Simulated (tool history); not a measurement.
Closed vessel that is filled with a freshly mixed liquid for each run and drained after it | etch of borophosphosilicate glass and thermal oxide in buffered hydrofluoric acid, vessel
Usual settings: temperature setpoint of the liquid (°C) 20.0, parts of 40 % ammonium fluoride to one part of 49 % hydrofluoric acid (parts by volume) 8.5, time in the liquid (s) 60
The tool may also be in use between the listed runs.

run	hour	temperature setpoint of the liquid (°C)	parts of 40 % ammonium fluoride to one part of 49 % hydrofluoric acid (parts by volume)	time in the liquid (s)	wafers since the last listed run	hours since the thermometer was replaced	hours since the hydrofluoric acid flow meter was replaced	hours since the gauge calibration	read-back film thickness of the borophosphosilicate glass reference wafer, read on the same gauge (nm)	read-back film thickness of the thermal oxide reference wafer, read on the same gauge (nm)	thickness taken off the borophosphosilicate glass on a monitor wafer (nm)	thickness taken off the thermal oxide on a monitor wafer (nm)
1	0.0	21.5	8.5	60	0	3115.3	2139.8	168.7	49.98	130.00	139.71	64.58
2	17.8	21.5	8.5	60	1201	3133.1	2157.6	186.5	49.98	129.98	139.11	64.86
3	28.1	21.5	8.5	60	695	3143.4	2167.9	196.8	49.99	129.98	140.20	63.55
4	39.7	20.0	8.5	55	782	3155.0	2179.5	208.4	50.03	130.01	118.56	54.28
5	51.4	20.0	8.5	55	789	3166.7	2191.2	220.1	50.03	129.99	116.07	54.98
6	60.6	20.0	8.5	60	620	3175.9	2200.4	229.3	49.98	130.02	128.24	59.27
7	70.4	20.0	11.0	60	661	3185.7	2210.2	239.1	50.00	129.99	102.53	48.01
8	79.3	20.0	8.5	60	600	3194.6	2219.1	248.0	50.01	130.02	129.50	59.52
# hour 88.4: hydrofluoric acid flow meter replaced
9	90.4	20.0	8.5	60	681	3205.7	2.0	259.1	50.03	129.99	129.34	60.06
10	105.8	20.0	11.0	60	1039	3221.1	17.4	274.5	49.99	130.01	102.98	47.03
11	153.9	21.5	8.5	60	3245	3269.2	65.5	322.6	49.96	130.02	138.39	63.82
# hour 155.6: gauge calibrated
12	160.8	18.5	10.0	85	465	3276.1	72.4	5.2	49.98	130.02	148.33	67.73
# hour 167.5: thermometer replaced
13	169.0	20.0	7.0	90	485	1.5	80.6	13.4	50.01	129.99	238.56	109.31
14	185.6	20.0	8.5	60	1120	18.1	97.2	30.0	49.98	130.00	127.78	59.13
15	199.6	17.0	6.0	60	944	32.1	111.2	44.0	50.01	130.00	152.93	69.91
16	208.1	24.0	7.0	90	573	40.6	119.7	52.5	49.99	129.98	298.55	136.45
17	225.5	20.0	8.5	50	1174	58.0	137.1	69.9	50.00	129.98	105.49	49.04
18	238.3	24.0	8.5	35	863	70.8	149.9	82.7	50.00	130.00	92.09	43.21

3 ways to go on from here, each from the tool as it stands after run 18. What would each give?
A	239.0	23.5	8.5	60	47	71.5	150.6	83.4	?	?	?	?
B	239.0	20.0	8.5	85	47	71.5	150.6	83.4	?	?	?	?
C	239.0	24.5	10.5	60	47	71.5	150.6	83.4	?	?	?	?

run	read-back film thickness of the borophosphosilicate glass reference wafer, read on the same gauge (nm)	read-back film thickness of the thermal oxide reference wafer, read on the same gauge (nm)	thickness taken off the borophosphosilicate glass on a monitor wafer (nm)	thickness taken off the thermal oxide on a monitor wafer (nm)
A	50.01	130.01	155.05	71.34
B	50.01	130.01	181.46	83.27
C	50.01	130.01	137.00	63.19
Without the tool's hidden state the same runs would have given:
run	thickness taken off the borophosphosilicate glass on a monitor wafer (nm)	thickness taken off the thermal oxide on a monitor wafer (nm)
A	155.05	71.34
B	181.46	83.27
C	137.00	63.19

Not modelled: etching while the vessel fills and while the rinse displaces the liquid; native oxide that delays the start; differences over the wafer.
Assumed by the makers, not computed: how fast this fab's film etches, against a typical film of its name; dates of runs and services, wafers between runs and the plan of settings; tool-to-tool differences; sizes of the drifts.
